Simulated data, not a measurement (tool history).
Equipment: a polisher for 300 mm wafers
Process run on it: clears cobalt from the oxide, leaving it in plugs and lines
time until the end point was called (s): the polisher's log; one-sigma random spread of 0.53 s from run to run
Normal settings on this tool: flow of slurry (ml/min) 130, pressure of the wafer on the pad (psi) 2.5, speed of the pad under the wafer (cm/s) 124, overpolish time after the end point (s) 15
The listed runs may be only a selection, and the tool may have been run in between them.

run,day,flow of slurry (ml/min),pressure of the wafer on the pad (psi),speed of the pad under the wafer (cm/s),overpolish time after the end point (s),"incoming thickness of the incoming film, nm",time until the end point was called (s)
1,0.000,95,2.5,124,19,373.8,52.5
2,0.792,95,2.5,124,19,372.9,52.9
# day 1.521: worn pad replaced by a new one
3,1.542,95,2.5,124,19,372.7,51.9
4,1.646,130,2.5,124,15,364.6,47.9
5,1.929,130,2.5,124,15,371.9,48.1
6,2.279,130,2.5,124,15,371.9,48.3
7,3.875,130,1.9,124,15,364.0,62.3
8,4.762,130,1.9,124,15,367.2,63.8
9,5.371,130,1.9,124,15,365.2,61.6
10,5.721,145,2.5,110,15,367.1,52.9
# day 5.921: worn pad replaced by a new one
11,6.383,145,2.5,110,15,373.1,54.4
# day 7.125: slurry nozzle cleaned
12,7.146,145,2.5,110,15,368.1,54.0
13,7.512,130,1.8,124,15,370.2,68.6
14,8.200,130,1.8,124,15,374.9,70.4
15,8.762,130,2.5,124,15,364.7,48.3
16,9.025,130,3.1,138,9,370.3,36.2
17,9.433,130,2.8,124,24,369.1,44.2
18,9.833,130,2.5,124,15,370.6,48.8
19,10.146,130,2.5,124,22,373.8,50.0
20,10.679,105,3.3,84,11,368.2,60.0
# day 11.079: worn pad replaced by a new one
21,11.146,130,2.5,82,10,366.2,75.5
# day 11.567: head pressure recalibrated
22,11.588,130,2.0,144,15,371.1,47.4
23,11.988,160,1.6,150,22,372.5,54.5
24,13.108,130,2.5,82,15,374.6,67.8
25,13.783,110,2.5,154,15,370.5,36.4
26,14.338,130,2.5,124,8,368.9,43.5
27,15.054,130,1.8,124,15,369.9,60.7
# day 15.271: worn pad replaced by a new one
28,15.762,130,2.5,124,15,368.4,43.3
29,16.271,165,1.7,124,23,364.2,59.3
30,18.050,130,2.5,124,20,370.0,43.6

Below are 3 alternative next runs, each starting from the tool's condition after run 30. Predict each:
A,18.067,130,2.5,124,15,375.4,?
B,18.067,130,2.0,150,15,375.4,?
C,18.067,115,2.5,140,11,375.4,?

run,time until the end point was called (s)
A,44.8
B,46.3
C,40.8
Stripped of hidden state, with their random variation kept, the same runs would have yielded:
run,time until the end point was called (s)
A,44.2
B,45.7
C,40.3
